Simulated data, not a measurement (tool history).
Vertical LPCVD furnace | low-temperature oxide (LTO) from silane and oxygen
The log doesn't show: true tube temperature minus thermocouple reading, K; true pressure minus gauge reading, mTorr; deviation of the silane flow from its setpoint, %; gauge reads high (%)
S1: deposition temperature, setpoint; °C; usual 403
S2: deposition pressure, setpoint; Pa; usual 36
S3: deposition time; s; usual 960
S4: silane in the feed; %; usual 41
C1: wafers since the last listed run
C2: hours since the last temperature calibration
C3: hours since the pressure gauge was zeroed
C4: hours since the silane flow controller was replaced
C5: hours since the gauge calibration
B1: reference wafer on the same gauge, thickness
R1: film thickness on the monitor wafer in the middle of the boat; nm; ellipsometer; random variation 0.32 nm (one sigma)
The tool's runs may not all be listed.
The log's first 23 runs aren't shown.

| run | hour | S1 | S2 | S3 | S4 | C1 | C2 | C3 | C4 | C5 | B1 | R1 |
|---|---|---|---|---|---|---|---|---|---|---|---|---|
| 24 | 284.9 | 403 | 36 | 660 | 34 | 150 | 231.9 | 129.5 | 119.3 | 249.3 | 182.94 | 97.77 |
| 25 | 291.4 | 409 | 36 | 960 | 41 | 64 | 238.4 | 136 | 125.8 | 255.8 | 183.19 | 191.77 |
| 26 | 306.7 | 410 | 42.7 | 1170 | 37 | 152 | 253.7 | 151.3 | 141.1 | 271.1 | 182.97 | 246.79 |
| 27 | 312.8 | 403 | 36 | 960 | 41 | 60 | 259.8 | 157.4 | 147.2 | 277.2 | 183.09 | 179.96 |
| 28 | 326 | 403 | 36 | 960 | 41 | 131 | 273 | 170.6 | 160.4 | 290.4 | 183.13 | 180.1 |
| 29 | 332.6 | 395 | 31.3 | 780 | 45 | 65 | 279.6 | 177.2 | 167 | 297 | 183.12 | 129.56 |
|  | 344.3 | gauge calibrated |
| 30 | 350.2 | 394 | 42.7 | 1350 | 47 | 174 | 297.2 | 194.8 | 184.6 | 5.9 | 183.05 | 314.38 |
| 31 | 356.7 | 403 | 40 | 630 | 41 | 64 | 303.7 | 201.3 | 191.1 | 12.4 | 182.96 | 131.58 |

4 ways to go on from here, each from the tool as it stands after run 31. What would each give?
| A | 360.7 | 413 | 36 | 960 | 41 | 39 | 307.7 | 205.3 | 195.1 | 16.4 | ? | ? |
| B | 360.7 | 403 | 40 | 960 | 36 | 39 | 307.7 | 205.3 | 195.1 | 16.4 | ? | ? |
| C | 360.7 | 409 | 36 | 960 | 33 | 39 | 307.7 | 205.3 | 195.1 | 16.4 | ? | ? |
| D | 360.7 | 403 | 36 | 960 | 48 | 39 | 307.7 | 205.3 | 195.1 | 16.4 | ? | ? |

| run | B1 | R1 |
|---|---|---|
| A | 182.94 | 200.14 |
| B | 182.94 | 170.44 |
| C | 182.94 | 146.21 |
| D | 182.94 | 211.74 |
Without the tool's hidden state the same runs would have given:
| run | R1 |
|---|---|
| A | 199.36 |
| B | 169.84 |
| C | 145.64 |
| D | 210.92 |
